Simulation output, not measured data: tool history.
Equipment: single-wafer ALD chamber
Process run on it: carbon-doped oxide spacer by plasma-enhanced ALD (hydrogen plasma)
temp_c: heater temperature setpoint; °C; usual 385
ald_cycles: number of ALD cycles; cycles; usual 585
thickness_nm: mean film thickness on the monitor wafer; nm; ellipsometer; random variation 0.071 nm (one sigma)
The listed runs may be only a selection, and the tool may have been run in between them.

| run | hour | temp_c | ald_cycles | read-back reference wafer on the same gauge, thickness_nm | thickness_nm |
|---|---|---|---|---|---|
| 1 | 0 | 385 | 585 | 33.601 | 28.618 |
| 2 | 26.9 | 385 | 585 | 33.624 | 28.598 |
| 3 | 84.7 | 385 | 585 | 33.576 | 28.682 |
| 4 | 118.8 | 385 | 585 | 33.584 | 28.559 |
| 5 | 174.4 | 385 | 585 | 33.598 | 28.53 |
| 6 | 206.4 | 385 | 585 | 33.607 | 28.547 |
| 7 | 248.6 | 385 | 585 | 33.587 | 28.613 |
| 8 | 314 | 385 | 585 | 33.608 | 28.563 |
| 9 | 378.8 | 385 | 585 | 33.611 | 28.586 |
|  | 387.4 | gauge calibrated |
|  | 419.4 | thermocouple changed; heater temperature recalibrated |
| 10 | 429.1 | 385 | 508 | 33.606 | 24.804 |
| 11 | 457.7 | 370 | 551 | 33.61 | 26.869 |
| 12 | 505.4 | 377 | 692 | 33.59 | 33.706 |
| 13 | 577.1 | 371 | 619 | 33.612 | 30.177 |
| 14 | 633.6 | 375 | 585 | 33.6 | 28.578 |

Predict each of these 5 candidate next runs independently; none follows another, all start after run 14:
| A | 634.9 | 385 | 639 | ? | ? |
| B | 634.9 | 385 | 531 | ? | ? |
| C | 634.9 | 385 | 541 | ? | ? |
| D | 634.9 | 397 | 534 | ? | ? |
| E | 634.9 | 399 | 698 | ? | ? |

| run | read-back reference wafer on the same gauge, thickness_nm | thickness_nm |
|---|---|---|
| A | 33.591 | 31.184 |
| B | 33.591 | 25.913 |
| C | 33.591 | 26.401 |
| D | 33.591 | 26.059 |
| E | 33.591 | 33.965 |
What these runs would have given with no unlogged condition in the tool:
| run | thickness_nm |
|---|---|
| A | 31.184 |
| B | 25.913 |
| C | 26.401 |
| D | 26.059 |
| E | 33.965 |
